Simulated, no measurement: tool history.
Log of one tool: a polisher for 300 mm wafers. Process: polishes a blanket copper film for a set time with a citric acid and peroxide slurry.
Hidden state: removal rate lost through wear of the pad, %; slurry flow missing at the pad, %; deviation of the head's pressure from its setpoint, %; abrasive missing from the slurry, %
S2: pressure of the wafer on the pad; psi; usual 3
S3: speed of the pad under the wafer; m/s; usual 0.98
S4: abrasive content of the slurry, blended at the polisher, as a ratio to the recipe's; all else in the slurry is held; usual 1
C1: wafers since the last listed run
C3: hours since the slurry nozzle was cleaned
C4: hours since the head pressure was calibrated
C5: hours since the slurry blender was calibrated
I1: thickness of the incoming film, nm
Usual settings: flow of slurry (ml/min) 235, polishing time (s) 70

{"run": 1, "hour": 0.0, "flow of slurry (ml/min)": 235, "S2": 3, "S3": 0.98, "S4": 1, "polishing time (s)": 70, "C1": 0, "wafers polished on this pad": 675, "C3": 377.2, "C4": 632.4, "C5": 142, "I1": 800.5, "film removed (angstrom)": 1259}
{"hour": 10.7, "done": "slurry blender recalibrated"}
{"run": 2, "hour": 14.0, "flow of slurry (ml/min)": 235, "S2": 3, "S3": 0.98, "S4": 1, "polishing time (s)": 70, "C1": 119, "wafers polished on this pad": 795, "C3": 391.2, "C4": 646.4, "C5": 3.3, "I1": 812.9, "film removed (angstrom)": 1249}
{"run": 3, "hour": 24.6, "flow of slurry (ml/min)": 235, "S2": 3, "S3": 1.14, "S4": 1, "polishing time (s)": 70, "C1": 105, "wafers polished on this pad": 900, "C3": 401.8, "C4": 657, "C5": 13.9, "I1": 813.1, "film removed (angstrom)": 1432}
{"run": 4, "hour": 37.8, "flow of slurry (ml/min)": 235, "S2": 3, "S3": 1.14, "S4": 1, "polishing time (s)": 70, "C1": 131, "wafers polished on this pad": 1032, "C3": 415, "C4": 670.2, "C5": 27.1, "I1": 810.6, "film removed (angstrom)": 1416}
{"run": 5, "hour": 51.7, "flow of slurry (ml/min)": 235, "S2": 3, "S3": 0.98, "S4": 1, "polishing time (s)": 89, "C1": 138, "wafers polished on this pad": 1171, "C3": 428.9, "C4": 684.1, "C5": 41, "I1": 810.7, "film removed (angstrom)": 1525}
{"hour": 67.0, "done": "slurry nozzle cleaned"}
{"hour": 67.5, "done": "worn pad replaced by a new one"}
{"run": 6, "hour": 68.0, "flow of slurry (ml/min)": 235, "S2": 3, "S3": 0.98, "S4": 1, "polishing time (s)": 89, "C1": 147, "wafers polished on this pad": 4, "C3": 1, "C4": 700.4, "C5": 57.3, "I1": 819.5, "film removed (angstrom)": 1649}
{"run": 7, "hour": 77.8, "flow of slurry (ml/min)": 235, "S2": 3, "S3": 0.98, "S4": 1, "polishing time (s)": 70, "C1": 97, "wafers polished on this pad": 102, "C3": 10.8, "C4": 710.2, "C5": 67.1, "I1": 805.1, "film removed (angstrom)": 1274}
{"run": 8, "hour": 89.1, "flow of slurry (ml/min)": 235, "S2": 3, "S3": 0.98, "S4": 1, "polishing time (s)": 70, "C1": 112, "wafers polished on this pad": 215, "C3": 22.1, "C4": 721.5, "C5": 78.4, "I1": 810.4, "film removed (angstrom)": 1288}
{"run": 9, "hour": 105.3, "flow of slurry (ml/min)": 235, "S2": 3, "S3": 0.98, "S4": 1, "polishing time (s)": 70, "C1": 161, "wafers polished on this pad": 376, "C3": 38.3, "C4": 737.7, "C5": 94.6, "I1": 805.4, "film removed (angstrom)": 1256}
{"run": 10, "hour": 112.5, "flow of slurry (ml/min)": 290, "S2": 3, "S3": 0.98, "S4": 0.9, "polishing time (s)": 70, "C1": 71, "wafers polished on this pad": 448, "C3": 45.5, "C4": 744.9, "C5": 101.8, "I1": 802.3, "film removed (angstrom)": 1245}
{"run": 11, "hour": 125.3, "flow of slurry (ml/min)": 235, "S2": 3.3, "S3": 0.98, "S4": 0.7, "polishing time (s)": 62, "C1": 127, "wafers polished on this pad": 576, "C3": 58.3, "C4": 757.7, "C5": 114.6, "I1": 812.5, "film removed (angstrom)": 1162}
{"run": 12, "hour": 134.2, "flow of slurry (ml/min)": 270, "S2": 3, "S3": 0.84, "S4": 1, "polishing time (s)": 82, "C1": 88, "wafers polished on this pad": 665, "C3": 67.2, "C4": 766.6, "C5": 123.5, "I1": 799, "film removed (angstrom)": 1260}
{"hour": 149.9, "done": "head pressure recalibrated"}
{"run": 13, "hour": 150.9, "flow of slurry (ml/min)": 235, "S2": 3, "S3": 0.72, "S4": 1.25, "polishing time (s)": 61, "C1": 146, "wafers polished on this pad": 811, "C3": 83.9, "C4": 1, "C5": 140.2, "I1": 821.3, "film removed (angstrom)": 829}
{"run": 14, "hour": 167.1, "flow of slurry (ml/min)": 235, "S2": 3, "S3": 1.14, "S4": 1, "polishing time (s)": 52, "C1": 161, "wafers polished on this pad": 973, "C3": 100.1, "C4": 17.2, "C5": 156.4, "I1": 814.1, "film removed (angstrom)": 1045}
{"run": 15, "hour": 183.7, "flow of slurry (ml/min)": 235, "S2": 3.3, "S3": 1.2, "S4": 1, "polishing time (s)": 81, "C1": 165, "wafers polished on this pad": 1138, "C3": 116.7, "C4": 33.8, "C5": 173, "I1": 814.2, "film removed (angstrom)": 1875}
{"hour": 191.6, "done": "worn pad replaced by a new one"}
{"hour": 199.3, "done": "slurry blender recalibrated"}
{"run": 16, "hour": 229.5, "flow of slurry (ml/min)": 235, "S2": 3.4, "S3": 0.98, "S4": 0.75, "polishing time (s)": 70, "C1": 396, "wafers polished on this pad": 358, "C3": 162.5, "C4": 79.6, "C5": 30.2, "I1": 810.8, "film removed (angstrom)": 1367}
{"run": 17, "hour": 237.1, "flow of slurry (ml/min)": 235, "S2": 3, "S3": 0.98, "S4": 1, "polishing time (s)": 70, "C1": 75, "wafers polished on this pad": 434, "C3": 170.1, "C4": 87.2, "C5": 37.8, "I1": 828.3, "film removed (angstrom)": 1262}
{"run": 18, "hour": 266.1, "flow of slurry (ml/min)": 285, "S2": 3, "S3": 0.98, "S4": 1.2, "polishing time (s)": 62, "C1": 289, "wafers polished on this pad": 723, "C3": 199.1, "C4": 116.2, "C5": 66.8, "I1": 811.5, "film removed (angstrom)": 1165}
{"hour": 304.9, "done": "worn pad replaced by a new one"}
{"run": 19, "hour": 310.7, "flow of slurry (ml/min)": 290, "S2": 3, "S3": 0.98, "S4": 1, "polishing time (s)": 70, "C1": 404, "wafers polished on this pad": 58, "C3": 243.7, "C4": 160.8, "C5": 111.4, "I1": 807.6, "film removed (angstrom)": 1281}
{"run": 20, "hour": 320.3, "flow of slurry (ml/min)": 280, "S2": 3, "S3": 0.98, "S4": 1, "polishing time (s)": 70, "C1": 95, "wafers polished on this pad": 154, "C3": 253.3, "C4": 170.4, "C5": 121, "I1": 799.6, "film removed (angstrom)": 1305}
{"run": 21, "hour": 336.0, "flow of slurry (ml/min)": 195, "S2": 2, "S3": 0.66, "S4": 1, "polishing time (s)": 70, "C1": 156, "wafers polished on this pad": 310, "C3": 269, "C4": 186.1, "C5": 136.7, "I1": 798.3, "film removed (angstrom)": 581}
{"run": 22, "hour": 350.3, "flow of slurry (ml/min)": 235, "S2": 3, "S3": 0.98, "S4": 1, "polishing time (s)": 70, "C1": 142, "wafers polished on this pad": 453, "C3": 283.3, "C4": 200.4, "C5": 151, "I1": 813.1, "film removed (angstrom)": 1245}
{"run": 23, "hour": 363.1, "flow of slurry (ml/min)": 235, "S2": 3, "S3": 0.78, "S4": 1, "polishing time (s)": 60, "C1": 127, "wafers polished on this pad": 580, "C3": 296.1, "C4": 213.2, "C5": 163.8, "I1": 821.3, "film removed (angstrom)": 870}
{"hour": 371.7, "done": "slurry blender recalibrated"}
{"run": 24, "hour": 378.3, "flow of slurry (ml/min)": 235, "S2": 2.1, "S3": 0.98, "S4": 1, "polishing time (s)": 70, "C1": 131, "wafers polished on this pad": 712, "C3": 311.3, "C4": 228.4, "C5": 6.6, "I1": 796.4, "film removed (angstrom)": 862}
{"run": 25, "hour": 386.5, "flow of slurry (ml/min)": 235, "S2": 3, "S3": 0.98, "S4": 1, "polishing time (s)": 70, "C1": 81, "wafers polished on this pad": 794, "C3": 319.5, "C4": 236.6, "C5": 14.8, "I1": 814.7, "film removed (angstrom)": 1234}
{"run": 26, "hour": 402.4, "flow of slurry (ml/min)": 165, "S2": 3.4, "S3": 0.98, "S4": 0.8, "polishing time (s)": 48, "C1": 158, "wafers polished on this pad": 952, "C3": 335.4, "C4": 252.5, "C5": 30.7, "I1": 826.5, "film removed (angstrom)": 886}
{"run": 27, "hour": 411.5, "flow of slurry (ml/min)": 235, "S2": 3, "S3": 0.98, "S4": 1, "polishing time (s)": 70, "C1": 90, "wafers polished on this pad": 1043, "C3": 344.5, "C4": 261.6, "C5": 39.8, "I1": 811.7, "film removed (angstrom)": 1227}
{"hour": 423.0, "done": "worn pad replaced by a new one"}
{"run": 28, "hour": 428.3, "flow of slurry (ml/min)": 305, "S2": 2.5, "S3": 0.98, "S4": 0.8, "polishing time (s)": 53, "C1": 127, "wafers polished on this pad": 52, "C3": 361.3, "C4": 278.4, "C5": 56.6, "I1": 805.5, "film removed (angstrom)": 826}
{"run": 29, "hour": 438.7, "flow of slurry (ml/min)": 235, "S2": 3, "S3": 0.98, "S4": 1, "polishing time (s)": 70, "C1": 103, "wafers polished on this pad": 156, "C3": 371.7, "C4": 288.8, "C5": 67, "I1": 811.1, "film removed (angstrom)": 1282}
{"run": 30, "hour": 451.7, "flow of slurry (ml/min)": 235, "S2": 3.3, "S3": 1.24, "S4": 0.75, "polishing time (s)": 70, "C1": 129, "wafers polished on this pad": 286, "C3": 384.7, "C4": 301.8, "C5": 80, "I1": 817.9, "film removed (angstrom)": 1701}

The same runs without the tool's hidden state, with the same run-to-run variation:
run=1 film_removed_(angstrom)=1310
run=2 film_removed_(angstrom)=1309
run=3 film_removed_(angstrom)=1508
run=4 film_removed_(angstrom)=1501
run=5 film_removed_(angstrom)=1627
run=6 film_removed_(angstrom)=1661
run=7 film_removed_(angstrom)=1290
run=8 film_removed_(angstrom)=1310
run=9 film_removed_(angstrom)=1288
run=10 film_removed_(angstrom)=1281
run=11 film_removed_(angstrom)=1203
run=12 film_removed_(angstrom)=1310
run=13 film_removed_(angstrom)=869
run=14 film_removed_(angstrom)=1104
run=15 film_removed_(angstrom)=1997
run=16 film_removed_(angstrom)=1394
run=17 film_removed_(angstrom)=1292
run=18 film_removed_(angstrom)=1209
run=19 film_removed_(angstrom)=1286
run=20 film_removed_(angstrom)=1316
run=21 film_removed_(angstrom)=591
run=22 film_removed_(angstrom)=1274
run=23 film_removed_(angstrom)=895
run=24 film_removed_(angstrom)=893
run=25 film_removed_(angstrom)=1284
run=26 film_removed_(angstrom)=929
run=27 film_removed_(angstrom)=1292
run=28 film_removed_(angstrom)=828
run=29 film_removed_(angstrom)=1292
run=30 film_removed_(angstrom)=1724
